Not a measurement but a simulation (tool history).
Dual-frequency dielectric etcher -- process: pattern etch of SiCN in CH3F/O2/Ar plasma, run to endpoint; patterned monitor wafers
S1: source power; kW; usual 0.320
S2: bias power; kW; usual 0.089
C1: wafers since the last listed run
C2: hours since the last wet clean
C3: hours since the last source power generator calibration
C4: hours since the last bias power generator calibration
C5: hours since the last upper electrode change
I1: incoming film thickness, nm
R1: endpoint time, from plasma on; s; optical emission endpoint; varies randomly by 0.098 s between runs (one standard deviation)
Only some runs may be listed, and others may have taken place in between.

| run | hour | S1 | S2 | C1 | C2 | C3 | C4 | C5 | I1 | R1 |
|---|---|---|---|---|---|---|---|---|---|---|
| 1 | 0.0 | 0.320 | 0.089 | 0 | 241.2 | 1114.4 | 3538.4 | 5181.2 | 6.46 | 16.9 |
| 2 | 65.4 | 0.320 | 0.089 | 613 | 306.6 | 1179.8 | 3603.8 | 5246.6 | 6.52 | 16.9 |
| 3 | 134.0 | 0.320 | 0.106 | 643 | 375.2 | 1248.4 | 3672.4 | 5315.2 | 6.45 | 16.0 |
| 4 | 160.5 | 0.320 | 0.106 | 248 | 401.7 | 1274.9 | 3698.9 | 5341.7 | 6.54 | 15.7 |
|  | 208.9 | wet clean of the chamber |
| 5 | 219.5 | 0.320 | 0.106 | 328 | 10.6 | 1333.9 | 3757.9 | 5400.7 | 6.51 | 16.4 |
| 6 | 270.8 | 0.320 | 0.071 | 481 | 61.9 | 1385.2 | 3809.2 | 5452.0 | 6.43 | 17.8 |
| 7 | 316.2 | 0.320 | 0.089 | 425 | 107.3 | 1430.6 | 3854.6 | 5497.4 | 6.47 | 16.8 |
| 8 | 354.6 | 0.320 | 0.089 | 360 | 145.7 | 1469.0 | 3893.0 | 5535.8 | 6.52 | 16.9 |
| 9 | 384.9 | 0.320 | 0.076 | 284 | 176.0 | 1499.3 | 3923.3 | 5566.1 | 6.52 | 17.4 |
| 10 | 427.9 | 0.320 | 0.076 | 403 | 219.0 | 1542.3 | 3966.3 | 5609.1 | 6.50 | 17.4 |
| 11 | 495.8 | 0.320 | 0.089 | 636 | 286.9 | 1610.2 | 4034.2 | 5677.0 | 6.49 | 16.7 |
| 12 | 535.2 | 0.320 | 0.089 | 369 | 326.3 | 1649.6 | 4073.6 | 5716.4 | 6.54 | 16.6 |
|  | 584.5 | wet clean of the chamber |
| 13 | 606.5 | 0.320 | 0.089 | 443 | 22.0 | 1720.9 | 4144.9 | 5787.7 | 6.52 | 17.1 |
|  | 640.8 | bias power generator calibrated |
|  | 668.6 | upper electrode replaced |
| 14 | 669.1 | 0.320 | 0.089 | 324 | 84.6 | 1783.5 | 28.3 | 0.5 | 6.52 | 17.1 |
| 15 | 716.1 | 0.320 | 0.089 | 440 | 131.6 | 1830.5 | 75.3 | 47.5 | 6.49 | 16.7 |
| 16 | 783.5 | 0.290 | 0.089 | 632 | 199.0 | 1897.9 | 142.7 | 114.9 | 6.50 | 17.2 |
| 17 | 832.7 | 0.320 | 0.099 | 461 | 248.2 | 1947.1 | 191.9 | 164.1 | 6.51 | 16.0 |
| 18 | 858.9 | 0.280 | 0.075 | 245 | 274.4 | 1973.3 | 218.1 | 190.3 | 6.51 | 17.9 |
| 19 | 919.5 | 0.320 | 0.089 | 568 | 335.0 | 2033.9 | 278.7 | 250.9 | 6.52 | 16.6 |
| 20 | 984.1 | 0.320 | 0.108 | 605 | 399.6 | 2098.5 | 343.3 | 315.5 | 6.47 | 15.6 |
|  | 1036.7 | wet clean of the chamber |
| 21 | 1037.2 | 0.320 | 0.089 | 272 | 0.5 | 2151.6 | 396.4 | 368.6 | 6.44 | 17.2 |
| 22 | 1097.0 | 0.320 | 0.089 | 560 | 60.3 | 2211.4 | 456.2 | 428.4 | 6.51 | 17.1 |
| 23 | 1139.3 | 0.260 | 0.098 | 396 | 102.6 | 2253.7 | 498.5 | 470.7 | 6.45 | 17.1 |
|  | 1184.2 | source power generator calibrated |
| 24 | 1210.7 | 0.390 | 0.108 | 632 | 174.0 | 26.5 | 569.9 | 542.1 | 6.54 | 15.4 |
| 25 | 1254.1 | 0.320 | 0.089 | 407 | 217.4 | 69.9 | 613.3 | 585.5 | 6.45 | 16.7 |
| 26 | 1285.0 | 0.360 | 0.079 | 289 | 248.3 | 100.8 | 644.2 | 616.4 | 6.47 | 16.8 |
| 27 | 1340.8 | 0.270 | 0.110 | 523 | 304.1 | 156.6 | 700.0 | 672.2 | 6.50 | 16.4 |
| 28 | 1382.3 | 0.370 | 0.083 | 389 | 345.6 | 198.1 | 741.5 | 713.7 | 6.56 | 16.4 |
|  | 1433.3 | wet clean of the chamber |
| 29 | 1433.8 | 0.240 | 0.099 | 257 | 0.5 | 249.6 | 793.0 | 765.2 | 6.46 | 17.7 |
| 30 | 1463.8 | 0.390 | 0.081 | 281 | 30.5 | 279.6 | 823.0 | 795.2 | 6.50 | 16.5 |
| 31 | 1534.0 | 0.290 | 0.099 | 658 | 100.7 | 349.8 | 893.2 | 865.4 | 6.48 | 16.8 |
| 32 | 1574.8 | 0.380 | 0.089 | 382 | 141.5 | 390.6 | 934.0 | 906.2 | 6.54 | 16.3 |
| 33 | 1616.5 | 0.260 | 0.076 | 391 | 183.2 | 432.3 | 975.7 | 947.9 | 6.57 | 18.4 |
| 34 | 1647.8 | 0.320 | 0.089 | 293 | 214.5 | 463.6 | 1007.0 | 979.2 | 6.52 | 16.9 |

Forecast each of these 5 alternatives for the next run:
| A | 1648.2 | 0.320 | 0.089 | 3 | 214.9 | 464.0 | 1007.4 | 979.6 | 6.57 | ? |
| B | 1648.2 | 0.400 | 0.104 | 3 | 214.9 | 464.0 | 1007.4 | 979.6 | 6.57 | ? |
| C | 1648.2 | 0.320 | 0.103 | 3 | 214.9 | 464.0 | 1007.4 | 979.6 | 6.57 | ? |
| D | 1648.2 | 0.290 | 0.104 | 3 | 214.9 | 464.0 | 1007.4 | 979.6 | 6.57 | ? |
| E | 1648.2 | 0.300 | 0.089 | 3 | 214.9 | 464.0 | 1007.4 | 979.6 | 6.57 | ? |

| run | R1 |
|---|---|
| A | 17.0 |
| B | 15.5 |
| C | 16.4 |
| D | 16.7 |
| E | 17.2 |
Without the tool's hidden state the same runs would have given:
| run | R1 |
|---|---|
| A | 17.5 |
| B | 15.9 |
| C | 16.9 |
| D | 17.2 |
| E | 17.7 |
